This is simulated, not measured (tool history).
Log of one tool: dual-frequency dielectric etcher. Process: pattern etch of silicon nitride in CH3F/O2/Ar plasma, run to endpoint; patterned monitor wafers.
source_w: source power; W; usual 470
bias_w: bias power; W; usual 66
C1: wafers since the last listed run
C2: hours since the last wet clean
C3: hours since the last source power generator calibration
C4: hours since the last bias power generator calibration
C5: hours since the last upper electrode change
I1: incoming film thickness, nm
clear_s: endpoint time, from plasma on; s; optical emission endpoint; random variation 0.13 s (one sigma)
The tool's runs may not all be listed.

{"run": 1, "hour": 0.0, "source_w": 400, "bias_w": 71, "C1": 0, "C2": 95.5, "C3": 3181.2, "C4": 2725.5, "C5": 3049.8, "I1": 17.54, "clear_s": 25.9}
{"run": 2, "hour": 68.9, "source_w": 400, "bias_w": 71, "C1": 957, "C2": 164.4, "C3": 3250.1, "C4": 2794.4, "C5": 3118.7, "I1": 17.74, "clear_s": 25.8}
{"run": 3, "hour": 175.0, "source_w": 400, "bias_w": 71, "C1": 1474, "C2": 270.5, "C3": 3356.2, "C4": 2900.5, "C5": 3224.8, "I1": 17.39, "clear_s": 24.8}
{"hour": 243.9, "done": "wet clean of the chamber"}
{"run": 4, "hour": 267.9, "source_w": 470, "bias_w": 66, "C1": 957, "C2": 24.0, "C3": 3449.1, "C4": 2993.4, "C5": 3317.7, "I1": 17.6, "clear_s": 25.3}
{"run": 5, "hour": 333.5, "source_w": 470, "bias_w": 66, "C1": 911, "C2": 89.6, "C3": 3514.7, "C4": 3059.0, "C5": 3383.3, "I1": 17.5, "clear_s": 24.9}
{"run": 6, "hour": 406.2, "source_w": 470, "bias_w": 66, "C1": 1010, "C2": 162.3, "C3": 3587.4, "C4": 3131.7, "C5": 3456.0, "I1": 17.39, "clear_s": 24.5}
{"run": 7, "hour": 494.8, "source_w": 470, "bias_w": 66, "C1": 1231, "C2": 250.9, "C3": 3676.0, "C4": 3220.3, "C5": 3544.6, "I1": 17.57, "clear_s": 24.4}
{"run": 8, "hour": 560.8, "source_w": 470, "bias_w": 66, "C1": 917, "C2": 316.9, "C3": 3742.0, "C4": 3286.3, "C5": 3610.6, "I1": 17.67, "clear_s": 24.6}
{"hour": 644.1, "done": "wet clean of the chamber"}
{"run": 9, "hour": 662.8, "source_w": 470, "bias_w": 66, "C1": 1083, "C2": 18.7, "C3": 3844.0, "C4": 3388.3, "C5": 3712.6, "I1": 17.61, "clear_s": 25.0}
{"run": 10, "hour": 725.0, "source_w": 470, "bias_w": 66, "C1": 864, "C2": 80.9, "C3": 3906.2, "C4": 3450.5, "C5": 3774.8, "I1": 17.64, "clear_s": 25.1}
{"run": 11, "hour": 810.0, "source_w": 470, "bias_w": 66, "C1": 1181, "C2": 165.9, "C3": 3991.2, "C4": 3535.5, "C5": 3859.8, "I1": 17.58, "clear_s": 24.5}
{"run": 12, "hour": 846.9, "source_w": 470, "bias_w": 66, "C1": 512, "C2": 202.8, "C3": 4028.1, "C4": 3572.4, "C5": 3896.7, "I1": 17.54, "clear_s": 24.3}
{"hour": 937.8, "done": "bias power generator calibrated"}
{"run": 13, "hour": 943.6, "source_w": 470, "bias_w": 56, "C1": 1288, "C2": 299.5, "C3": 4124.8, "C4": 5.8, "C5": 3993.4, "I1": 17.51, "clear_s": 25.6}
{"run": 14, "hour": 989.3, "source_w": 440, "bias_w": 66, "C1": 635, "C2": 345.2, "C3": 4170.5, "C4": 51.5, "C5": 4039.1, "I1": 17.75, "clear_s": 24.8}
{"hour": 1041.9, "done": "wet clean of the chamber"}
{"run": 15, "hour": 1058.6, "source_w": 550, "bias_w": 61, "C1": 629, "C2": 16.7, "C3": 4239.8, "C4": 120.8, "C5": 4108.4, "I1": 17.62, "clear_s": 24.4}
{"hour": 1094.8, "done": "source power generator calibrated"}
{"hour": 1134.6, "done": "upper electrode replaced"}
{"run": 16, "hour": 1155.6, "source_w": 550, "bias_w": 71, "C1": 958, "C2": 113.7, "C3": 60.8, "C4": 217.8, "C5": 21.0, "I1": 17.57, "clear_s": 22.9}
{"run": 17, "hour": 1308.7, "source_w": 390, "bias_w": 73, "C1": 2127, "C2": 266.8, "C3": 213.9, "C4": 370.9, "C5": 174.1, "I1": 17.63, "clear_s": 25.3}
{"hour": 1407.3, "done": "wet clean of the chamber"}
{"run": 18, "hour": 1407.8, "source_w": 470, "bias_w": 59, "C1": 1043, "C2": 0.5, "C3": 313.0, "C4": 470.0, "C5": 273.2, "I1": 17.59, "clear_s": 26.5}
{"run": 19, "hour": 1448.1, "source_w": 400, "bias_w": 71, "C1": 560, "C2": 40.8, "C3": 353.3, "C4": 510.3, "C5": 313.5, "I1": 17.54, "clear_s": 25.8}
{"run": 20, "hour": 1499.5, "source_w": 520, "bias_w": 53, "C1": 714, "C2": 92.2, "C3": 404.7, "C4": 561.7, "C5": 364.9, "I1": 17.57, "clear_s": 25.9}
{"run": 21, "hour": 1597.3, "source_w": 470, "bias_w": 59, "C1": 1359, "C2": 190.0, "C3": 502.5, "C4": 659.5, "C5": 462.7, "I1": 17.59, "clear_s": 25.6}
{"run": 22, "hour": 1644.1, "source_w": 470, "bias_w": 53, "C1": 650, "C2": 236.8, "C3": 549.3, "C4": 706.3, "C5": 509.5, "I1": 17.52, "clear_s": 26.6}
{"run": 23, "hour": 1734.3, "source_w": 370, "bias_w": 59, "C1": 1253, "C2": 327.0, "C3": 639.5, "C4": 796.5, "C5": 599.7, "I1": 17.62, "clear_s": 27.5}
{"hour": 1843.8, "done": "wet clean of the chamber"}
{"run": 24, "hour": 1844.3, "source_w": 390, "bias_w": 58, "C1": 1195, "C2": 0.5, "C3": 749.5, "C4": 906.5, "C5": 709.7, "I1": 17.66, "clear_s": 28.6}

5 ways to go on from here, each from the tool as it stands after run 24. What would each give?
{"run": "A", "hour": 1844.7, "source_w": 470, "bias_w": 66, "C1": 5, "C2": 0.9, "C3": 749.9, "C4": 906.9, "C5": 710.1, "I1": 17.63, "clear_s": "?"}
{"run": "B", "hour": 1844.7, "source_w": 430, "bias_w": 52, "C1": 5, "C2": 0.9, "C3": 749.9, "C4": 906.9, "C5": 710.1, "I1": 17.63, "clear_s": "?"}
{"run": "C", "hour": 1844.7, "source_w": 540, "bias_w": 52, "C1": 5, "C2": 0.9, "C3": 749.9, "C4": 906.9, "C5": 710.1, "I1": 17.63, "clear_s": "?"}
{"run": "D", "hour": 1844.7, "source_w": 370, "bias_w": 60, "C1": 5, "C2": 0.9, "C3": 749.9, "C4": 906.9, "C5": 710.1, "I1": 17.63, "clear_s": "?"}
{"run": "E", "hour": 1844.7, "source_w": 370, "bias_w": 79, "C1": 5, "C2": 0.9, "C3": 749.9, "C4": 906.9, "C5": 710.1, "I1": 17.63, "clear_s": "?"}

run=A clear_s=25.3
run=B clear_s=28.4
run=C clear_s=26.0
run=D clear_s=28.5
run=E clear_s=25.8
Without the tool's hidden state the same runs would have given:
run=A clear_s=25.2
run=B clear_s=28.4
run=C clear_s=26.0
run=D clear_s=28.5
run=E clear_s=25.8
